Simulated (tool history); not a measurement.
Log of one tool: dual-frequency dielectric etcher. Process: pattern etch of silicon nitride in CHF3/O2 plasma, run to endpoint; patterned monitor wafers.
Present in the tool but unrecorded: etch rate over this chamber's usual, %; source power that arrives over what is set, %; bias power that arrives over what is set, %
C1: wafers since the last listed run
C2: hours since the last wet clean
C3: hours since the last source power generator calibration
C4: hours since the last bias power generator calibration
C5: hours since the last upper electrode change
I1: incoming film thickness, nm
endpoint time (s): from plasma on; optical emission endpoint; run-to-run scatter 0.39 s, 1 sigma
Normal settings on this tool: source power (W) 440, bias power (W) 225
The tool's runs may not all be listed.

Run 1, hour 0: usual settings but source power (W) 480; C1 0; C2 99.6; C3 1154.6; C4 2440.9; C5 4024.1; I1 66.1. Result: endpoint time (s) 42.9.
Run 2, hour 49.1: usual settings but source power (W) 360; C1 699; C2 148.7; C3 1203.7; C4 2490; C5 4073.2; I1 66.4. Result: endpoint time (s) 50.
Run 3, hour 106.4: usual settings; C1 816; C2 206; C3 1261; C4 2547.3; C5 4130.5; I1 66.5. Result: endpoint time (s) 44.9.
Run 4, hour 147: usual settings; C1 578; C2 246.6; C3 1301.6; C4 2587.9; C5 4171.1; I1 66.4. Result: endpoint time (s) 44.5.
Run 5, hour 230.1: usual settings; C1 1184; C2 329.7; C3 1384.7; C4 2671; C5 4254.2; I1 66.7. Result: endpoint time (s) 44.6.
Run 6, hour 331: usual settings; C1 1438; C2 430.6; C3 1485.6; C4 2771.9; C5 4355.1; I1 65.8. Result: endpoint time (s) 43.6.
At hour 360.2: wet clean of the chamber.
Run 7, hour 437.7: usual settings but source power (W) 390; C1 1178; C2 77.5; C3 1592.3; C4 2878.6; C5 4461.8; I1 66.7. Result: endpoint time (s) 47.5.
Run 8, hour 513: usual settings but source power (W) 390; C1 1073; C2 152.8; C3 1667.6; C4 2953.9; C5 4537.1; I1 65.8. Result: endpoint time (s) 46.4.
Run 9, hour 564.1: usual settings; C1 728; C2 203.9; C3 1718.7; C4 3005; C5 4588.2; I1 66.4. Result: endpoint time (s) 45.
Run 10, hour 631.7: usual settings but source power (W) 370, bias power (W) 198; C1 963; C2 271.5; C3 1786.3; C4 3072.6; C5 4655.8; I1 66.1. Result: endpoint time (s) 50.6.
At hour 685.8: source power generator calibrated.
At hour 729.6: wet clean of the chamber.
Run 11, hour 730.1: usual settings; C1 1003; C2 0.5; C3 44.3; C4 3171; C5 4754.2; I1 66.5. Result: endpoint time (s) 45.4.
Run 12, hour 815.7: usual settings; C1 1220; C2 86.1; C3 129.9; C4 3256.6; C5 4839.8; I1 66.2. Result: endpoint time (s) 45.5.
Run 13, hour 889: usual settings; C1 1044; C2 159.4; C3 203.2; C4 3329.9; C5 4913.1; I1 66. Result: endpoint time (s) 44.3.
Run 14, hour 942.3: usual settings but source power (W) 400; C1 759; C2 212.7; C3 256.5; C4 3383.2; C5 4966.4; I1 65.6. Result: endpoint time (s) 46.
Run 15, hour 1024.9: usual settings but source power (W) 390, bias power (W) 173; C1 1177; C2 295.3; C3 339.1; C4 3465.8; C5 5049; I1 66.6. Result: endpoint time (s) 53.2.
At hour 1042.4: bias power generator calibrated.
Run 16, hour 1065.5: usual settings but source power (W) 530, bias power (W) 255; C1 521; C2 335.9; C3 379.7; C4 23.1; C5 5089.6; I1 66.7. Result: endpoint time (s) 38.1.
At hour 1123.3: wet clean of the chamber.
Run 17, hour 1123.8: usual settings; C1 488; C2 0.5; C3 438; C4 81.4; C5 5147.9; I1 66. Result: endpoint time (s) 45.4.
At hour 1157.7: upper electrode replaced.
Run 18, hour 1211.2: usual settings but source power (W) 410, bias power (W) 275; C1 903; C2 87.9; C3 525.4; C4 168.8; C5 53.5; I1 66.8. Result: endpoint time (s) 42.5.

What will run 19 give?
At hour 1499.4: wet clean of the chamber.
Run 19, hour 1499.9: usual settings; C1 3773; C2 0.5; C3 814.1; C4 457.5; C5 342.2; I1 65.9. Result: endpoint time (s) ?.

Run 19 yielded endpoint time (s) 45.3.
With the hidden condition absent and the run-to-run variation left alone, this run would have shown endpoint time (s) 45.5.
